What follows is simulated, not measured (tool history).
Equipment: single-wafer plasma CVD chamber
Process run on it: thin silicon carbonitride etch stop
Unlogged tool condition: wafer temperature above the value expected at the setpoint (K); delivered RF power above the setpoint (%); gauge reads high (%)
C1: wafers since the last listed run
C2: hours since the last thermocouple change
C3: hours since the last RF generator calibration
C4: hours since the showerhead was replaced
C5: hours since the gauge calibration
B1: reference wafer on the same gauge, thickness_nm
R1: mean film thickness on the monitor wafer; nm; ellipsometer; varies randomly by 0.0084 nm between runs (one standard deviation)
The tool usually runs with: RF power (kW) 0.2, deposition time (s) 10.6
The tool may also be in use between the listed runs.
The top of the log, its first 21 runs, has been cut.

{"run": 22, "hour": 1719.1, "RF power (kW)": 0.2, "deposition time (s)": 10.6, "C1": 1370, "C2": 2068.4, "C3": 787.2, "C4": 366.1, "C5": 1223.5, "B1": 6.141, "R1": 5.537}
{"hour": 1762.2, "done": "thermocouple changed; heater temperature recalibrated"}
{"run": 23, "hour": 1796.3, "RF power (kW)": 0.165, "deposition time (s)": 10.6, "C1": 1570, "C2": 34.1, "C3": 864.4, "C4": 443.3, "C5": 1300.7, "B1": 6.141, "R1": 5.195}
{"run": 24, "hour": 1845.5, "RF power (kW)": 0.22, "deposition time (s)": 9.4, "C1": 1116, "C2": 83.3, "C3": 913.6, "C4": 492.5, "C5": 1349.9, "B1": 6.143, "R1": 5.062}
{"run": 25, "hour": 1995.5, "RF power (kW)": 0.2, "deposition time (s)": 10.6, "C1": 3403, "C2": 233.3, "C3": 1063.6, "C4": 642.5, "C5": 1499.9, "B1": 6.138, "R1": 5.534}
{"run": 26, "hour": 2097.1, "RF power (kW)": 0.23, "deposition time (s)": 12.5, "C1": 2305, "C2": 334.9, "C3": 1165.2, "C4": 744.1, "C5": 1601.5, "B1": 6.139, "R1": 6.831}
{"run": 27, "hour": 2221.2, "RF power (kW)": 0.225, "deposition time (s)": 11, "C1": 2815, "C2": 459, "C3": 1289.3, "C4": 868.2, "C5": 1725.6, "B1": 6.142, "R1": 5.961}
{"run": 28, "hour": 2272.1, "RF power (kW)": 0.2, "deposition time (s)": 10.6, "C1": 1154, "C2": 509.9, "C3": 1340.2, "C4": 919.1, "C5": 1776.5, "B1": 6.143, "R1": 5.542}
{"run": 29, "hour": 2363.1, "RF power (kW)": 0.235, "deposition time (s)": 9.8, "C1": 2064, "C2": 600.9, "C3": 1431.2, "C4": 1010.1, "C5": 1867.5, "B1": 6.141, "R1": 5.374}
{"run": 30, "hour": 2407.2, "RF power (kW)": 0.21, "deposition time (s)": 11.8, "C1": 1000, "C2": 645, "C3": 1475.3, "C4": 1054.2, "C5": 1911.6, "B1": 6.14, "R1": 6.247}
{"run": 31, "hour": 2449.7, "RF power (kW)": 0.215, "deposition time (s)": 10, "C1": 964, "C2": 687.5, "C3": 1517.8, "C4": 1096.7, "C5": 1954.1, "B1": 6.144, "R1": 5.327}
{"run": 32, "hour": 2533.7, "RF power (kW)": 0.175, "deposition time (s)": 11.8, "C1": 1906, "C2": 771.5, "C3": 1601.8, "C4": 1180.7, "C5": 2038.1, "B1": 6.14, "R1": 5.887}
{"hour": 2587.6, "done": "RF generator calibrated"}
{"run": 33, "hour": 2596.1, "RF power (kW)": 0.2, "deposition time (s)": 10.6, "C1": 1234, "C2": 833.9, "C3": 8.5, "C4": 1243.1, "C5": 2100.5, "B1": 6.135, "R1": 5.581}
{"run": 34, "hour": 2691.2, "RF power (kW)": 0.2, "deposition time (s)": 10.6, "C1": 2157, "C2": 929, "C3": 103.6, "C4": 1338.2, "C5": 2195.6, "B1": 6.141, "R1": 5.572}

Forecast each of these 5 alternatives for the next run:
{"run": "A", "hour": 2691.6, "RF power (kW)": 0.2, "deposition time (s)": 10.6, "C1": 9, "C2": 929.4, "C3": 104, "C4": 1338.6, "C5": 2196, "B1": "?", "R1": "?"}
{"run": "B", "hour": 2691.6, "RF power (kW)": 0.2, "deposition time (s)": 9.4, "C1": 9, "C2": 929.4, "C3": 104, "C4": 1338.6, "C5": 2196, "B1": "?", "R1": "?"}
{"run": "C", "hour": 2691.6, "RF power (kW)": 0.225, "deposition time (s)": 8.9, "C1": 9, "C2": 929.4, "C3": 104, "C4": 1338.6, "C5": 2196, "B1": "?", "R1": "?"}
{"run": "D", "hour": 2691.6, "RF power (kW)": 0.18, "deposition time (s)": 10.6, "C1": 9, "C2": 929.4, "C3": 104, "C4": 1338.6, "C5": 2196, "B1": "?", "R1": "?"}
{"run": "E", "hour": 2691.6, "RF power (kW)": 0.225, "deposition time (s)": 9.1, "C1": 9, "C2": 929.4, "C3": 104, "C4": 1338.6, "C5": 2196, "B1": "?", "R1": "?"}

run=A B1=6.141 R1=5.587
run=B B1=6.141 R1=4.955
run=C B1=6.141 R1=4.876
run=D B1=6.141 R1=5.395
run=E B1=6.141 R1=4.986
With no hidden state in the tool, these same runs would have given:
run=A R1=5.607
run=B R1=4.972
run=C R1=4.894
run=D R1=5.414
run=E R1=5.004

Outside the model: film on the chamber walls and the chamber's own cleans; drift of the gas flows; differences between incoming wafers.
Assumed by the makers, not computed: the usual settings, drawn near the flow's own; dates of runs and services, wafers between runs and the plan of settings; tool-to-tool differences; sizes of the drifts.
